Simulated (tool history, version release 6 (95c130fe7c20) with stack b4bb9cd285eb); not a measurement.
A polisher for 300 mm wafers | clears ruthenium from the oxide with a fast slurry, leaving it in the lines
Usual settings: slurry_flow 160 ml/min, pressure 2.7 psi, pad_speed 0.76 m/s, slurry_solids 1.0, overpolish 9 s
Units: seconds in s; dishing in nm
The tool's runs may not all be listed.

run,hour,slurry_flow,pressure,pad_speed,slurry_solids,overpolish,"incoming thickness of the incoming film, nm",seconds,dishing
1,0.0,160,2.7,0.76,1.0,9,161.1,68.9,19.1
2,20.5,160,2.7,0.76,1.0,9,162.5,71.9,19.7
3,46.9,160,2.7,0.76,1.0,9,156.8,69.8,19.1
# hour 50.4: slurry blender recalibrated
# hour 56.1: worn pad replaced by a new one
4,75.9,160,2.7,0.88,1.0,9,159.3,59.1,22.2
5,101.8,160,2.7,0.88,1.0,9,162.3,61.5,21.8
# hour 122.1: worn pad replaced by a new one
6,133.5,160,2.7,0.76,1.0,9,162.6,71.1,18.9
7,149.9,160,2.7,0.76,1.0,9,162.3,73.1,19.0
8,168.6,160,2.7,0.76,1.0,9,161.8,70.3,19.2
# hour 178.5: slurry blender recalibrated
# hour 183.3: worn pad replaced by a new one
# hour 191.1: slurry nozzle cleaned
9,191.6,160,3.4,0.76,1.0,9,162.6,53.0,24.2
# hour 196.4: head pressure recalibrated
10,205.7,205,3.4,0.58,1.0,5,158.2,62.8,11.8
11,233.2,160,1.9,0.76,1.0,9,160.1,96.5,14.0
# hour 260.1: worn pad replaced by a new one
12,260.6,215,2.7,0.76,1.1,9,160.7,63.6,20.2
13,288.7,160,2.7,0.76,1.0,5,160.9,69.8,11.3
14,303.5,205,3.4,0.58,1.0,5,158.0,66.0,11.8

The next listed run, before its measurement:
# hour 318.7: worn pad replaced by a new one
# hour 328.2: slurry blender recalibrated
15,335.8,125,2.7,0.76,1.0,9,158.9,?,?

{"run 15": {"seconds": 67.3, "dishing": 19.7}}
Without the tool's hidden state the same run would have given seconds 66.1 s, dishing 20.0 nm.
